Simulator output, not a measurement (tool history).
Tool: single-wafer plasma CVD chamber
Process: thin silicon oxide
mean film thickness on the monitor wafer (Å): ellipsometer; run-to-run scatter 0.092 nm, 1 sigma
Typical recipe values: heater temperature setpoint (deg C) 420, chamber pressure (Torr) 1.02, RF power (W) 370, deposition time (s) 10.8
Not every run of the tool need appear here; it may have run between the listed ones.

run	hour	heater temperature setpoint (deg C)	chamber pressure (Torr)	RF power (W)	deposition time (s)	wafers since the last listed run	hours since the last thermocouple change	hours since the last RF generator calibration	hours since the last manometer calibration	hours since the showerhead was replaced	hours since the gauge calibration	read-back reference wafer on the same gauge, thickness_nm	mean film thickness on the monitor wafer (Å)
1	0	420	1.02	370	10.8	0	716.4	1838.8	1102.2	2182.7	71.8	29.615	238.82
2	16.3	420	1.02	370	10.8	318	732.7	1855.1	1118.5	2199	88.1	29.595	238
3	31.7	420	1.02	370	10.8	301	748.1	1870.5	1133.9	2214.4	103.5	29.607	237.32
4	49.4	420	1.02	350	10.8	346	765.8	1888.2	1151.6	2232.1	121.2	29.601	231.54
5	65.8	420	1.02	370	10.8	320	782.2	1904.6	1168	2248.5	137.6	29.576	235.84
6	75.1	420	1.02	370	10.8	181	791.5	1913.9	1177.3	2257.8	146.9	29.598	234.84
7	86.7	420	1.02	370	10.8	226	803.1	1925.5	1188.9	2269.4	158.5	29.631	234.12
8	94.4	420	1.02	370	10.8	150	810.8	1933.2	1196.6	2277.1	166.2	29.596	233.58
9	107.2	420	1.02	370	10.8	250	823.6	1946	1209.4	2289.9	179	29.586	236.21
10	119	420	1.02	370	12.2	230	835.4	1957.8	1221.2	2301.7	190.8	29.593	265.23
# hour 135.3: gauge calibrated
# hour 136.6: RF generator calibrated
11	137.1	420	1.02	370	12.2	197	853.5	0.5	1239.3	2319.8	1.8	29.604	265.41
12	162.7	420	1.02	330	10.8	500	879.1	26.1	1264.9	2345.4	27.4	29.611	223.85
13	168.8	416	1.25	425	10.8	119	885.2	32.2	1271	2351.5	33.5	29.6	285.28
# hour 191.1: capacitance manometer re-zeroed and calibrated
14	191.6	420	1.02	330	10.8	289	908	55	0.5	2374.3	56.3	29.599	240.68
# hour 203.3: thermocouple changed; heater temperature recalibrated
# hour 204.2: showerhead replaced
15	204.7	420	1.02	370	10.8	82	1.4	68.1	13.6	0.5	69.4	29.597	251.01

Run 16, settings as shown, results not yet in. Your forecast:
16	215.9	432	0.86	315	12.9	218	12.6	79.3	24.8	11.7	80.6	?	?

{"run 16": {"read-back reference wafer on the same gauge, thickness_nm": 29.583, "mean film thickness on the monitor wafer (Å)": 239.69}}
If the tool had no hidden condition, the same run with the same run-to-run variation would have returned mean film thickness on the monitor wafer (Å) 239.26.
